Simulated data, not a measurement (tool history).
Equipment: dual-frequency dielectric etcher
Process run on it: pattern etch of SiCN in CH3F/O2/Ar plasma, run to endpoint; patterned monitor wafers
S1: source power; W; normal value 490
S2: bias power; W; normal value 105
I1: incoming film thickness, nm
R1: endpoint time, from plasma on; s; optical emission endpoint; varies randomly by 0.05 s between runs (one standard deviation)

| run | hour | S1 | S2 | I1 | R1 |
|---|---|---|---|---|---|
| 1 | 0.0 | 490 | 105 | 8.05 | 16.9 |
| 2 | 11.4 | 410 | 105 | 7.96 | 18.1 |
| 3 | 24.1 | 410 | 105 | 7.96 | 18.1 |
| 4 | 38.5 | 410 | 105 | 8.04 | 18.4 |
| 5 | 54.2 | 490 | 105 | 8.01 | 17.0 |
|  | 65.8 | bias power generator calibrated |
| 6 | 70.0 | 490 | 124 | 8.03 | 15.6 |
|  | 74.7 | source power generator calibrated |
| 7 | 87.3 | 490 | 124 | 7.96 | 15.5 |
| 8 | 102.4 | 490 | 124 | 7.90 | 15.4 |
|  | 139.9 | upper electrode replaced |
| 9 | 140.4 | 490 | 105 | 8.00 | 17.1 |
| 10 | 140.7 | 490 | 105 | 7.98 | 17.2 |
| 11 | 141.0 | 490 | 105 | 8.02 | 17.2 |
| 12 | 150.1 | 490 | 105 | 8.00 | 17.2 |
| 13 | 156.9 | 550 | 105 | 8.04 | 16.4 |
| 14 | 168.1 | 490 | 105 | 8.00 | 17.2 |
| 15 | 181.9 | 530 | 112 | 8.01 | 16.1 |
| 16 | 220.2 | 390 | 115 | 8.04 | 18.1 |
| 17 | 237.3 | 490 | 105 | 8.02 | 17.3 |
| 18 | 246.2 | 490 | 105 | 8.01 | 17.3 |
|  | 276.4 | wet clean of the chamber |
| 19 | 276.9 | 490 | 105 | 8.06 | 16.8 |
| 20 | 278.9 | 490 | 129 | 8.00 | 15.0 |
| 21 | 290.6 | 490 | 105 | 7.98 | 16.7 |
| 22 | 301.6 | 590 | 89 | 8.00 | 17.0 |
| 23 | 309.9 | 440 | 116 | 8.06 | 16.7 |
| 24 | 323.6 | 440 | 92 | 7.95 | 18.6 |
| 25 | 335.4 | 370 | 105 | 8.00 | 18.7 |
| 26 | 352.3 | 490 | 105 | 7.96 | 16.7 |
| 27 | 368.2 | 490 | 105 | 8.01 | 16.8 |
| 28 | 384.2 | 410 | 123 | 8.04 | 16.7 |
| 29 | 394.0 | 490 | 87 | 7.99 | 18.7 |
| 30 | 403.8 | 490 | 124 | 7.99 | 15.4 |
| 31 | 412.5 | 390 | 118 | 8.00 | 17.4 |
| 32 | 423.6 | 490 | 105 | 7.98 | 16.9 |
| 33 | 430.0 | 380 | 105 | 7.90 | 18.5 |
| 34 | 437.0 | 400 | 96 | 8.01 | 19.2 |

Consider 5 possible next runs. They are alternatives, not a sequence: every one starts from the tool as it was left by run 34. What does each give?
| A | 437.4 | 590 | 105 | 8.04 | ? |
| B | 437.4 | 410 | 116 | 8.04 | ? |
| C | 437.4 | 540 | 105 | 8.04 | ? |
| D | 437.4 | 560 | 81 | 8.04 | ? |
| E | 437.4 | 400 | 105 | 8.04 | ? |

| run | R1 |
|---|---|
| A | 15.8 |
| B | 17.4 |
| C | 16.4 |
| D | 18.5 |
| E | 18.5 |
Stripped of hidden state, with their random variation kept, the same runs would have yielded:
| run | R1 |
|---|---|
| A | 15.6 |
| B | 17.2 |
| C | 16.2 |
| D | 18.3 |
| E | 18.3 |

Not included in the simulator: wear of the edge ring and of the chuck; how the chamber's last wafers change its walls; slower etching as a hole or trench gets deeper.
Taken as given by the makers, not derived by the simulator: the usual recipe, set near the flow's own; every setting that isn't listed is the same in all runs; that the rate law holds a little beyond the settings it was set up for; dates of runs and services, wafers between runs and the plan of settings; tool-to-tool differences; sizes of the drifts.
